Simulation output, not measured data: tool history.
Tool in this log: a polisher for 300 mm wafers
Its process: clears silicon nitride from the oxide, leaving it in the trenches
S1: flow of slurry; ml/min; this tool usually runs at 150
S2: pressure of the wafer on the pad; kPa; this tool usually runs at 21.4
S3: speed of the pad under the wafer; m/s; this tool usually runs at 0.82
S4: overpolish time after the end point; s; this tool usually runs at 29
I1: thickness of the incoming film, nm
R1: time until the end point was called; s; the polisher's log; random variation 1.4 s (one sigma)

run,hour,S1,S2,S3,S4,I1,R1
1,0,150,21.4,0.82,29,133.8,152.1
# hour 44.3: worn pad replaced by a new one
2,44.8,150,21.4,0.82,29,135.5,153.2
3,102.8,150,21.4,0.82,29,133.9,154.2
# hour 126.6: head pressure recalibrated
4,181.2,150,21.4,0.82,15,132.8,157.4
# hour 235.6: slurry nozzle cleaned
5,250.5,150,21.4,0.82,15,135.6,153.5
6,313.7,150,21.4,0.82,15,132.5,152.8
# hour 325.1: worn pad replaced by a new one
7,393.4,150,21.4,0.82,29,134.2,157.2
8,449.3,150,21.4,0.82,29,134.3,158.8
# hour 507.1: slurry nozzle cleaned
9,576.2,150,21.4,0.82,29,135.8,156
# hour 581.7: worn pad replaced by a new one
# hour 617.3: head pressure recalibrated
10,661.3,150,21.4,0.72,29,132.6,166.9
11,741.3,150,21.4,0.82,29,136,161.3
# hour 794.2: slurry nozzle cleaned
# hour 802.9: worn pad replaced by a new one
12,803.4,125,26.2,1.04,20,133.6,109.2
13,898.2,175,21.4,0.82,29,132.6,149.4
14,1006,185,24.1,0.66,29,135,156.4
# hour 1044.6: head pressure recalibrated
# hour 1048.2: worn pad replaced by a new one
15,1053.7,150,21.4,0.62,29,135,193.5
# hour 1086.6: slurry nozzle cleaned
16,1110.2,150,21.4,0.82,40,133.6,153.4
17,1174.1,150,21.4,0.82,29,132.8,152
# hour 1273.8: worn pad replaced by a new one
18,1278.6,150,21.4,0.82,29,137,161.1

Consider 5 possible next runs. They are alternatives, not a sequence: every one starts from the tool as it was left by run 18. What does each give?
A,1279.1,150,21.4,0.82,29,134.6,?
B,1279.1,110,21.4,0.92,29,134.6,?
C,1279.1,150,27.6,0.82,29,134.6,?
D,1279.1,130,21.4,0.82,34,134.6,?
E,1279.1,150,21.4,1.08,45,134.6,?

run,R1
A,158.2
B,154
C,122.6
D,161.4
E,132.9
With the hidden condition removed and each run's random variation left untouched, the same runs would have given:
run,R1
A,153.2
B,148.2
C,118.7
D,155.8
E,128.7
